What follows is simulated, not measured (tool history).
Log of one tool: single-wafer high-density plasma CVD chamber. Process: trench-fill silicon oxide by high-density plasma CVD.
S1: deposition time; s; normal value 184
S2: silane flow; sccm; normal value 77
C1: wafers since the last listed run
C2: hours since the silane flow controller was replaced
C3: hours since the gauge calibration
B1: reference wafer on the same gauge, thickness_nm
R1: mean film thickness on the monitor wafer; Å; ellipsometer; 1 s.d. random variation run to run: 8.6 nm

run,hour,S1,S2,C1,C2,C3,B1,R1
1,0,184,77,0,490.5,1617.4,1718.413,14906.5
2,304.3,184,77,1612,794.8,1921.7,1720.967,14825.08
3,405.6,184,77,536,896.1,2023,1719.336,15037.72
4,466.1,184,77,320,956.6,2083.5,1720.281,15020.34
5,529.9,202,77,338,1020.4,2147.3,1721.45,16506.98
6,582.2,184,80,277,1072.7,2199.6,1717.777,15415.72
7,668.4,184,77,456,1158.9,2285.8,1717.019,14907.93
8,733.3,184,77,343,1223.8,2350.7,1718.654,15034.56
9,822.3,184,77,471,1312.8,2439.7,1721.344,15023
# hour 838.9: gauge calibrated
10,909.6,161,77,462,1400.1,70.7,1720.259,13045.11
11,990.6,161,77,429,1481.1,151.7,1720.061,13151.88
12,1071.7,184,77,429,1562.2,232.8,1721.713,15065.02
13,1231,184,77,844,1721.5,392.1,1718.394,14971.54
14,1335.3,184,92,552,1825.8,496.4,1721.283,17208.17
15,1437.7,184,77,542,1928.2,598.8,1718.233,15016.2
16,1517.4,184,77,422,2007.9,678.5,1718.623,15016.95
17,1586.3,153,71,365,2076.8,747.4,1721.241,11936.81
18,1629.4,184,77,228,2119.9,790.5,1716.896,15129.2

Run 19 is up next; what results do you expect?
# hour 1706.9: silane flow controller replaced
19,1708.3,207,77,375,1.4,869.4,?,?

Run 19 yielded B1 1721.204, R1 16348.15 Å.
The same run, on a tool lacking any hidden state, would have yielded R1 16249.91 Å.
